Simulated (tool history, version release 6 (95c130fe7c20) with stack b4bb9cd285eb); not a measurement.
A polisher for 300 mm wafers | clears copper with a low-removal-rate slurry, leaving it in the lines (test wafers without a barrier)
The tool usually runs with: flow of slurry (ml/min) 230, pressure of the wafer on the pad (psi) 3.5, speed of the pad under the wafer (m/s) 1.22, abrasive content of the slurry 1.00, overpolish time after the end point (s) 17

run	hour	flow of slurry (ml/min)	pressure of the wafer on the pad (psi)	speed of the pad under the wafer (m/s)	abrasive content of the slurry	overpolish time after the end point (s)	incoming thickness of the incoming film, nm	time until the end point was called (s)	dishing of a wide line in a test structure (angstrom)
1	0.0	195	3.5	1.22	1.00	17	449.6	85.3	605
# hour 17.0: slurry nozzle cleaned
# hour 192.6: head pressure recalibrated
# hour 212.7: worn pad replaced by a new one
# hour 237.7: slurry blender recalibrated
2	287.3	195	3.5	1.22	1.00	17	452.8	89.5	564
3	358.6	230	3.5	1.22	1.00	17	454.6	87.5	581
4	399.9	230	3.5	1.22	1.00	17	458.0	89.3	568
# hour 409.4: slurry nozzle cleaned
5	486.8	230	3.5	1.22	1.00	17	462.9	88.2	623
# hour 558.7: worn pad replaced by a new one
# hour 650.6: slurry blender recalibrated
6	714.7	230	3.5	1.22	1.00	17	449.4	82.7	622
7	752.1	230	3.5	1.22	1.00	17	459.8	86.7	607
# hour 782.9: slurry nozzle cleaned
8	853.9	230	3.5	1.22	1.00	17	455.5	82.2	607
9	933.5	200	4.2	1.22	1.00	17	455.2	70.3	689
# hour 940.5: head pressure recalibrated
# hour 947.9: worn pad replaced by a new one
10	1014.4	200	4.2	1.22	1.00	17	464.2	78.2	656
# hour 1023.9: slurry blender recalibrated
11	1088.6	230	3.5	1.22	1.00	17	450.6	91.5	578
12	1125.9	230	3.5	1.60	1.00	11	457.6	75.7	449
# hour 1165.5: slurry nozzle cleaned
13	1205.6	230	3.5	0.88	1.00	17	458.2	107.2	474
14	1273.4	230	3.5	1.22	1.00	17	457.2	88.2	595
# hour 1314.7: worn pad replaced by a new one
# hour 1371.2: slurry blender recalibrated
15	1377.8	290	2.5	1.22	0.85	11	455.5	119.1	295
16	1475.2	230	3.5	1.22	1.00	17	460.4	86.3	590
# hour 1521.5: slurry nozzle cleaned
17	1572.5	230	3.5	1.22	1.00	17	456.4	85.2	604
18	1609.4	295	3.5	1.22	0.70	24	455.2	91.7	766
# hour 1631.5: worn pad replaced by a new one
19	1663.1	175	3.1	1.46	0.70	17	452.0	95.8	538
# hour 1677.1: head pressure recalibrated
# hour 1698.8: slurry blender recalibrated
20	1725.8	185	2.6	1.22	0.80	17	461.2	136.4	422

What does the tool deliver on the next run?
21	1809.0	230	4.4	1.22	1.00	11	452.5	?	?

Run 21 produced time until the end point was called (s) 71.2, dishing of a wide line in a test structure (angstrom) 498.
Minus the tool's unlogged condition, the same run would have read time until the end point was called (s) 75.2, dishing of a wide line in a test structure (angstrom) 474.
